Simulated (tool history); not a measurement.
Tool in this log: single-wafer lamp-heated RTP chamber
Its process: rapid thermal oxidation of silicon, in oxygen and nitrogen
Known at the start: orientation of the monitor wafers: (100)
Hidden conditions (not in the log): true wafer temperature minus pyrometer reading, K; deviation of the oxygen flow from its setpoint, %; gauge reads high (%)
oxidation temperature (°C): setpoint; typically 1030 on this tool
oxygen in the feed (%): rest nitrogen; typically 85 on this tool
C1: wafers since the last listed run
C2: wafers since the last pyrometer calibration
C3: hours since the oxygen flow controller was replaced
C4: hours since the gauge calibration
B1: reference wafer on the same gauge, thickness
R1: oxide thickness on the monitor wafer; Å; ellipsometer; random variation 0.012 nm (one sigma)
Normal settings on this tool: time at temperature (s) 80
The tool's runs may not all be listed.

Run 1, day 0.000: usual settings; C1 0; C2 4498; C3 366.8; C4 1366.9; B1 7.832. Result: R1 82.63 Å.
Run 2, day 7.242: usual settings but oxidation temperature (°C) 1044; C1 1485; C2 5984; C3 540.6; C4 1540.7; B1 7.829. Result: R1 91.01 Å.
Run 3, day 11.004: usual settings but oxidation temperature (°C) 1044; C1 771; C2 6756; C3 630.9; C4 1631.0; B1 7.835. Result: R1 91.20 Å.
Run 4, day 12.875: usual settings but time at temperature (s) 105; C1 383; C2 7140; C3 675.8; C4 1675.9; B1 7.829. Result: R1 93.62 Å.
At day 14.329: pyrometer window cleaned and pyrometer calibrated.
Run 5, day 15.129: usual settings; C1 394; C2 163; C3 729.9; C4 1730.0; B1 7.827. Result: R1 81.80 Å.
Run 6, day 18.396: usual settings but time at temperature (s) 51; C1 670; C2 834; C3 808.3; C4 1808.4; B1 7.829. Result: R1 67.14 Å.
Run 7, day 20.333: usual settings but time at temperature (s) 51; C1 397; C2 1231; C3 854.8; C4 1854.9; B1 7.831. Result: R1 67.29 Å.
Run 8, day 22.929: usual settings but time at temperature (s) 51; C1 532; C2 1764; C3 917.1; C4 1917.2; B1 7.826. Result: R1 67.33 Å.
Run 9, day 24.467: usual settings but oxygen in the feed (%) 97; C1 315; C2 2079; C3 954.0; C4 1954.1; B1 7.831. Result: R1 86.27 Å.
Run 10, day 26.138: usual settings but oxygen in the feed (%) 62; C1 342; C2 2422; C3 994.1; C4 1994.2; B1 7.823. Result: R1 73.48 Å.
Run 11, day 29.312: usual settings but oxygen in the feed (%) 62; C1 651; C2 3074; C3 1070.3; C4 2070.4; B1 7.829. Result: R1 73.73 Å.
Run 12, day 32.529: usual settings but oxygen in the feed (%) 62; C1 660; C2 3734; C3 1147.5; C4 2147.6; B1 7.832. Result: R1 73.89 Å.
Run 13, day 35.450: usual settings but time at temperature (s) 59, oxygen in the feed (%) 98; C1 599; C2 4333; C3 1217.6; C4 2217.7; B1 7.826. Result: R1 75.68 Å.
Run 14, day 38.725: usual settings but time at temperature (s) 69, oxygen in the feed (%) 96; C1 671; C2 5005; C3 1296.2; C4 2296.3; B1 7.826. Result: R1 80.84 Å.
At day 41.729: gauge calibrated.
Run 15, day 41.758: usual settings but oxidation temperature (°C) 1053, time at temperature (s) 69, oxygen in the feed (%) 94; C1 622; C2 5627; C3 1369.0; C4 0.7; B1 7.834. Result: R1 93.92 Å.
At day 49.729: pyrometer window cleaned and pyrometer calibrated.
Run 16, day 52.742: usual settings; C1 2185; C2 618; C3 1632.6; C4 264.3; B1 7.826. Result: R1 81.90 Å.
Run 17, day 56.521: usual settings but oxidation temperature (°C) 1011, time at temperature (s) 48; C1 775; C2 1393; C3 1723.3; C4 355.0; B1 7.828. Result: R1 57.30 Å.
Run 18, day 59.429: usual settings but oxygen in the feed (%) 98; C1 596; C2 1990; C3 1793.1; C4 424.8; B1 7.831. Result: R1 86.63 Å.
Run 19, day 61.142: usual settings; C1 351; C2 2341; C3 1834.2; C4 465.9; B1 7.827. Result: R1 82.39 Å.
Run 20, day 64.379: usual settings; C1 664; C2 3005; C3 1911.9; C4 543.6; B1 7.826. Result: R1 82.50 Å.
Run 21, day 67.571: usual settings but oxidation temperature (°C) 1056, time at temperature (s) 67; C1 654; C2 3660; C3 1988.5; C4 620.2; B1 7.825. Result: R1 91.26 Å.
At day 69.988: oxygen flow controller replaced.
Run 22, day 71.892: usual settings but oxygen in the feed (%) 65; C1 818; C2 4479; C3 45.7; C4 723.9; B1 7.828. Result: R1 75.09 Å.
Run 23, day 76.054: usual settings; C1 854; C2 5333; C3 145.6; C4 823.8; B1 7.829. Result: R1 82.68 Å.
Run 24, day 78.350: usual settings but oxidation temperature (°C) 1010, oxygen in the feed (%) 94; C1 471; C2 5804; C3 200.7; C4 878.9; B1 7.825. Result: R1 74.21 Å.
Run 25, day 80.262: usual settings but oxygen in the feed (%) 66; C1 392; C2 6196; C3 246.6; C4 924.8; B1 7.832. Result: R1 75.55 Å.
At day 83.862: pyrometer window cleaned and pyrometer calibrated.
Run 26, day 83.883: usual settings but oxidation temperature (°C) 1051; C1 674; C2 4; C3 333.5; C4 1011.7; B1 7.827. Result: R1 94.61 Å.
Run 27, day 85.504: usual settings but oxygen in the feed (%) 74; C1 332; C2 336; C3 372.4; C4 1050.6; B1 7.833. Result: R1 78.02 Å.
Run 28, day 98.129: usual settings but oxidation temperature (°C) 1014, time at temperature (s) 54, oxygen in the feed (%) 98; C1 2590; C2 2927; C3 675.4; C4 1353.6; B1 7.825. Result: R1 64.90 Å.
Run 29, day 102.108: usual settings but oxidation temperature (°C) 1045, time at temperature (s) 47; C1 816; C2 3743; C3 770.9; C4 1449.1; B1 7.829. Result: R1 72.26 Å.
Run 30, day 105.875: usual settings but time at temperature (s) 57, oxygen in the feed (%) 93; C1 772; C2 4516; C3 861.3; C4 1539.5; B1 7.832. Result: R1 73.22 Å.
Run 31, day 109.904: usual settings but oxidation temperature (°C) 1046, time at temperature (s) 103, oxygen in the feed (%) 59; C1 826; C2 5343; C3 958.0; C4 1636.2; B1 7.831. Result: R1 90.51 Å.
Run 32, day 112.854: usual settings but oxidation temperature (°C) 1047, time at temperature (s) 55, oxygen in the feed (%) 97; C1 605; C2 5948; C3 1028.8; C4 1707.0; B1 7.833. Result: R1 82.37 Å.
At day 115.525: pyrometer window cleaned and pyrometer calibrated.
Run 33, day 115.721: usual settings but oxidation temperature (°C) 1003, oxygen in the feed (%) 95; C1 519; C2 39; C3 1097.6; C4 1775.8; B1 7.827. Result: R1 69.79 Å.
Run 34, day 117.817: usual settings but oxidation temperature (°C) 1018, time at temperature (s) 54, oxygen in the feed (%) 93; C1 430; C2 469; C3 1147.9; C4 1826.1; B1 7.833. Result: R1 65.24 Å.
Run 35, day 121.692: usual settings but oxidation temperature (°C) 1059, oxygen in the feed (%) 63; C1 795; C2 1265; C3 1240.9; C4 1919.1; B1 7.828. Result: R1 90.22 Å.
Run 36, day 123.821: usual settings but oxygen in the feed (%) 63; C1 436; C2 1701; C3 1292.0; C4 1970.2; B1 7.826. Result: R1 74.03 Å.
Run 37, day 125.946: usual settings but oxidation temperature (°C) 1003, time at temperature (s) 95; C1 436; C2 2137; C3 1343.0; C4 2021.2; B1 7.833. Result: R1 73.30 Å.
Run 38, day 129.708: usual settings but oxidation temperature (°C) 1009, time at temperature (s) 116, oxygen in the feed (%) 98; C1 771; C2 2909; C3 1433.3; C4 2111.5; B1 7.829. Result: R1 88.31 Å.

Had the tool no unlogged condition, and each run kept its random variation, what would the results have been?
run     R1
  1  81.69
  2  89.93
  3  90.10
  4  92.45
  5  81.70
  6  66.87
  7  66.94
  8  66.89
  9  85.64
 10  72.90
 11  73.07
 12  73.18
 13  74.91
 14  79.97
 15  92.92
 16  81.54
 17  56.90
 18  85.91
 19  81.65
 20  81.67
 21  90.31
 22  74.23
 23  81.69
 24  73.27
 25  74.62
 26  94.57
 27  77.86
 28  64.32
 29  71.57
 30  72.46
 31  89.55
 32  81.47
 33  69.68
 34  65.01
 35  89.68
 36  73.49
 37  72.66
 38  87.42
